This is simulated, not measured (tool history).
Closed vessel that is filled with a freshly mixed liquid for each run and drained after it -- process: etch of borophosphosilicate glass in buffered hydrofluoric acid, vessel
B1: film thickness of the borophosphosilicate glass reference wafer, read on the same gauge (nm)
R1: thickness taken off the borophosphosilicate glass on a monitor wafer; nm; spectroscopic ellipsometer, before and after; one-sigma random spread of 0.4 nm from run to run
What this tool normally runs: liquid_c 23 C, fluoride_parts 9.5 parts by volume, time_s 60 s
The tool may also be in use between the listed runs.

{"run": 1, "hour": 0.0, "liquid_c": 23, "fluoride_parts": 9.5, "time_s": 60, "B1": 129.97, "R1": 110.37}
{"run": 2, "hour": 26.8, "liquid_c": 23, "fluoride_parts": 9.5, "time_s": 60, "B1": 130.03, "R1": 110.31}
{"run": 3, "hour": 55.4, "liquid_c": 23, "fluoride_parts": 8.5, "time_s": 60, "B1": 129.93, "R1": 122.17}
{"run": 4, "hour": 72.4, "liquid_c": 23, "fluoride_parts": 8.5, "time_s": 60, "B1": 129.99, "R1": 122.48}
{"run": 5, "hour": 91.6, "liquid_c": 21.5, "fluoride_parts": 9.5, "time_s": 60, "B1": 130.01, "R1": 102.46}
{"run": 6, "hour": 121.2, "liquid_c": 23, "fluoride_parts": 9.5, "time_s": 60, "B1": 129.97, "R1": 111.59}
{"run": 7, "hour": 136.7, "liquid_c": 23, "fluoride_parts": 9.5, "time_s": 60, "B1": 130.02, "R1": 111.46}
{"run": 8, "hour": 149.2, "liquid_c": 23, "fluoride_parts": 9.5, "time_s": 60, "B1": 130.02, "R1": 110.51}
{"run": 9, "hour": 183.7, "liquid_c": 20, "fluoride_parts": 9.5, "time_s": 90, "B1": 129.99, "R1": 141.98}
{"run": 10, "hour": 214.1, "liquid_c": 26.5, "fluoride_parts": 13, "time_s": 75, "B1": 130.02, "R1": 126.34}
{"run": 11, "hour": 228.0, "liquid_c": 23, "fluoride_parts": 9.5, "time_s": 60, "B1": 130.02, "R1": 111.01}
{"run": 12, "hour": 245.7, "liquid_c": 20, "fluoride_parts": 9.5, "time_s": 60, "B1": 130.01, "R1": 94.9}
{"run": 13, "hour": 264.1, "liquid_c": 23, "fluoride_parts": 9.5, "time_s": 35, "B1": 130.01, "R1": 65.52}
{"run": 14, "hour": 295.6, "liquid_c": 23, "fluoride_parts": 9.5, "time_s": 60, "B1": 130.05, "R1": 110.96}
{"run": 15, "hour": 307.8, "liquid_c": 23, "fluoride_parts": 9.5, "time_s": 95, "B1": 130.03, "R1": 178.31}
{"run": 16, "hour": 341.9, "liquid_c": 23, "fluoride_parts": 13, "time_s": 85, "B1": 130.01, "R1": 118.27}
{"run": 17, "hour": 370.5, "liquid_c": 23, "fluoride_parts": 9.5, "time_s": 70, "B1": 129.95, "R1": 121.79}
{"run": 18, "hour": 383.4, "liquid_c": 23, "fluoride_parts": 9.5, "time_s": 30, "B1": 129.99, "R1": 52.08}
{"run": 19, "hour": 397.7, "liquid_c": 24.5, "fluoride_parts": 11, "time_s": 60, "B1": 129.97, "R1": 99.74}
{"run": 20, "hour": 410.8, "liquid_c": 27.5, "fluoride_parts": 9.5, "time_s": 60, "B1": 129.97, "R1": 132.86}
{"run": 21, "hour": 429.0, "liquid_c": 26.5, "fluoride_parts": 7, "time_s": 75, "B1": 129.98, "R1": 213.89}
{"run": 22, "hour": 461.5, "liquid_c": 23, "fluoride_parts": 9.5, "time_s": 60, "B1": 130.04, "R1": 104.08}
{"run": 23, "hour": 486.9, "liquid_c": 20.5, "fluoride_parts": 7.5, "time_s": 30, "B1": 129.99, "R1": 57.74}
{"run": 24, "hour": 587.2, "liquid_c": 21, "fluoride_parts": 13.5, "time_s": 70, "B1": 130.02, "R1": 78.57}
{"run": 25, "hour": 607.3, "liquid_c": 20.5, "fluoride_parts": 9.5, "time_s": 60, "B1": 129.98, "R1": 91.32}
{"run": 26, "hour": 640.6, "liquid_c": 23, "fluoride_parts": 9.5, "time_s": 50, "B1": 130.01, "R1": 87.86}
{"run": 27, "hour": 712.4, "liquid_c": 23, "fluoride_parts": 9.5, "time_s": 60, "B1": 129.98, "R1": 105.57}
{"run": 28, "hour": 728.3, "liquid_c": 26, "fluoride_parts": 9.5, "time_s": 60, "B1": 130.01, "R1": 123.64}
{"run": 29, "hour": 748.9, "liquid_c": 19.5, "fluoride_parts": 11, "time_s": 95, "B1": 130, "R1": 121.01}
{"run": 30, "hour": 808.8, "liquid_c": 23, "fluoride_parts": 9.5, "time_s": 60, "B1": 129.99, "R1": 105.62}
{"run": 31, "hour": 826.6, "liquid_c": 26.5, "fluoride_parts": 9.5, "time_s": 70, "B1": 130.01, "R1": 150.13}

Removed from this log: 3 entries logged between the listed runs. Between which two listed runs does each belong, and how does the tool's hidden state at the listed run before it compare with that at the listed run after it?
Logged between run 13 and run 14: hydrofluoric acid flow meter replaced (hour 276.1)
  liquid hotter than its thermometer reads (K): 1.28 -> 1.3
  measured result minus the result with no hidden state, R1: +4.37 -> +7.53 nm
Logged between run 16 and run 17: thermometer replaced (hour 345.4)
  liquid hotter than its thermometer reads (K): 1.33 -> 0.0415
  measured result minus the result with no hidden state, R1: +8.22 -> +0.27 nm
Logged between run 21 and run 22: gauge calibrated (hour 441.2)
  liquid hotter than its thermometer reads (K): 0.0761 -> 0.0954
  measured result minus the result with no hidden state, R1: +0.9 -> +0.56 nm
